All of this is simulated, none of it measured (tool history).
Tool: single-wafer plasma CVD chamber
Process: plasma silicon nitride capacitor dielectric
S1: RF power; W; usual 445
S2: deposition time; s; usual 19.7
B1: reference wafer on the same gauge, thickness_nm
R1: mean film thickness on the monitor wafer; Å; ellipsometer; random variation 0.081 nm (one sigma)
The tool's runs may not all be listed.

run	hour	S1	S2	B1	R1
1	0	445	19.7	27.994	279.62
2	40.5	445	19.7	27.985	280.02
3	137.6	445	19.7	27.94	279.02
4	232	445	19.7	27.954	277.84
5	269	445	19.7	27.902	278.14
6	346	445	19.7	27.879	278.61
7	423.1	385	19.7	27.846	263.31
8	504.5	385	19.7	27.856	264.85
9	574.4	385	19.7	27.796	264.18
10	648	395	19.7	27.769	266.88
11	717.4	395	19.7	27.787	266.42
12	760.9	395	19.7	27.756	266.03
13	987.6	445	19.7	27.664	277.54
14	1090.3	445	19.7	28.368	283.28
15	1143.7	500	19.7	28.32	294.76
16	1249.7	500	19.7	28.274	295.67
17	1425.7	500	19.7	28.276	293.69
18	1469.5	445	19.7	28.211	283.83
19	1540.6	445	19.7	28.205	283.42
20	1618.6	445	19.7	28.202	281.43
21	1663.7	445	21.1	28.124	302.14
22	1707.9	445	19.7	28.148	280.71
23	1783	470	16.4	28.184	237.8
24	1885.2	445	22.6	28.068	323.5
25	1983.4	445	19.7	28.044	279.47
26	2039.4	535	17.6	28.082	267.19
27	2091.3	475	15.8	28.022	230.85
28	2183.7	445	21.7	28.01	307.87
29	2225.8	515	15.8	27.977	236.28
30	2320.8	445	19.7	27.986	279.64
31	2382.9	445	19.7	27.943	280.49
32	2427.4	385	19.7	27.97	265.72
33	2505.3	445	19.7	27.935	279.79
34	2569.3	445	19.7	27.854	279.12
35	2669.9	495	19.7	27.889	289.58
36	2764.8	365	16.3	27.883	214.9
37	2917.3	415	22.6	27.809	312.08
38	2983.8	380	16.2	27.837	216.31
39	3052.2	490	16.2	27.773	235.15
40	3138.3	445	19.7	27.714	276.09
41	3223.7	385	16.9	27.719	226.3

Not shown: 4 entries that the log had between the listed runs. Between which runs, and how does the tool's hidden state differ before and after?
Between runs 13 and 14: RF generator calibrated (hour 1027.4); gauge calibrated (hour 1064.1)
  gauge reads high (%): -2.85 -> -0.523
  measured less the result without the state, R1: -8.13 -> -1.48 Å
Between runs 29 and 30: RF generator calibrated (hour 2319.6)
  gauge reads high (%): -1.72 -> -1.83
  measured less the result without the state, R1: -4.14 -> -5.2 Å
Between runs 33 and 34: showerhead replaced (hour 2521.4)
  gauge reads high (%): -2.02 -> -2.09
  measured less the result without the state, R1: -5.77 -> -5.95 Å
